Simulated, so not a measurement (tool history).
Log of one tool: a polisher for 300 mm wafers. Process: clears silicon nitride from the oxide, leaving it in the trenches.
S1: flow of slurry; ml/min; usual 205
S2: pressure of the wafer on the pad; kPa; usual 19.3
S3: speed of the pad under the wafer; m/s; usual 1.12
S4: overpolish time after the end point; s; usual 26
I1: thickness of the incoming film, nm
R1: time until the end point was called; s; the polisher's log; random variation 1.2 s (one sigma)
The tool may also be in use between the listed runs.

run 1 day=0 | S1=205 S2=19.3 S3=1.12 S4=26 | I1=91.1 | R1=105.8
run 2 day=1.179 | S1=205 S2=19.3 S3=1.12 S4=26 | I1=90.1 | R1=104
run 3 day=2.696 | S1=205 S2=19.3 S3=1.12 S4=26 | I1=89.3 | R1=104.5
-- day=3.812 slurry nozzle cleaned
run 4 day=4.604 | S1=205 S2=19.3 S3=1.12 S4=26 | I1=89.3 | R1=104.4
run 5 day=6.771 | S1=205 S2=19.3 S3=1.12 S4=26 | I1=90.3 | R1=102
-- day=10.962 worn pad replaced by a new one
run 6 day=14.538 | S1=205 S2=19.3 S3=1.12 S4=26 | I1=88.8 | R1=99.7
run 7 day=16.538 | S1=205 S2=19.3 S3=1.12 S4=26 | I1=88.8 | R1=99.5
run 8 day=18.05 | S1=205 S2=19.3 S3=1.12 S4=26 | I1=90.2 | R1=102.4
run 9 day=19.296 | S1=205 S2=19.3 S3=1.12 S4=26 | I1=90.9 | R1=102.3
run 10 day=21.408 | S1=205 S2=19.3 S3=1.12 S4=26 | I1=89.8 | R1=100.9
run 11 day=23.662 | S1=205 S2=19.3 S3=1.12 S4=26 | I1=88.4 | R1=99.5
-- day=24.083 worn pad replaced by a new one
run 12 day=26.342 | S1=205 S2=19.3 S3=1.12 S4=26 | I1=90.8 | R1=100.4
-- day=27.746 slurry nozzle cleaned
run 13 day=28.108 | S1=205 S2=19.3 S3=1.12 S4=26 | I1=89.1 | R1=96.4
run 14 day=30.679 | S1=205 S2=19.3 S3=1.12 S4=37 | I1=91.3 | R1=101
-- day=32.196 head pressure recalibrated
run 15 day=32.275 | S1=205 S2=19.3 S3=1.12 S4=39 | I1=88.4 | R1=103
run 16 day=34.512 | S1=205 S2=19.3 S3=1.12 S4=26 | I1=90.5 | R1=105
run 17 day=35.875 | S1=205 S2=19.3 S3=1.12 S4=26 | I1=88.8 | R1=103
-- day=36.942 worn pad replaced by a new one, of another model than before
run 18 day=38.804 | S1=205 S2=19.3 S3=0.88 S4=26 | I1=91.4 | R1=124.1
run 19 day=41.125 | S1=205 S2=19.3 S3=1.12 S4=26 | I1=90.3 | R1=104.7
-- day=48.408 slurry nozzle cleaned
run 20 day=48.871 | S1=225 S2=19.3 S3=0.82 S4=14 | I1=89.5 | R1=122.9
-- day=50.092 worn pad replaced by a new one
run 21 day=51.488 | S1=205 S2=19.3 S3=1.12 S4=26 | I1=89.1 | R1=101.1
run 22 day=53.271 | S1=205 S2=19.3 S3=0.96 S4=16 | I1=90.4 | R1=112.1
run 23 day=55.829 | S1=170 S2=19.3 S3=0.8 S4=26 | I1=89.1 | R1=128.2
run 24 day=57.171 | S1=255 S2=19.3 S3=1.12 S4=17 | I1=89.5 | R1=97.6
run 25 day=59.671 | S1=260 S2=19.3 S3=0.84 S4=20 | I1=90.9 | R1=117.5
-- day=62.142 worn pad replaced by a new one
run 26 day=62.162 | S1=205 S2=22.8 S3=1.3 S4=26 | I1=88.7 | R1=79

What would each run have given without the hidden state, its run-to-run variation left as it was?
What the log doesn't record here: removal rate lost through wear of the pad, %; slurry flow missing at the pad, %; deviation of the head's pressure from its setpoint, %.
run=1 R1=106.9
run=2 R1=105.3
run=3 R1=106.1
run=4 R1=106.4
run=5 R1=104.4
run=6 R1=103.5
run=7 R1=103.7
run=8 R1=107.1
run=9 R1=107.1
run=10 R1=106.1
run=11 R1=105.1
run=12 R1=106.6
run=13 R1=102.6
run=14 R1=108
run=15 R1=105
run=16 R1=107.5
run=17 R1=105.7
run=18 R1=126.8
run=19 R1=107.4
run=20 R1=127.3
run=21 R1=105.1
run=22 R1=116.9
run=23 R1=134.1
run=24 R1=102.2
run=25 R1=123.5
run=26 R1=83.3

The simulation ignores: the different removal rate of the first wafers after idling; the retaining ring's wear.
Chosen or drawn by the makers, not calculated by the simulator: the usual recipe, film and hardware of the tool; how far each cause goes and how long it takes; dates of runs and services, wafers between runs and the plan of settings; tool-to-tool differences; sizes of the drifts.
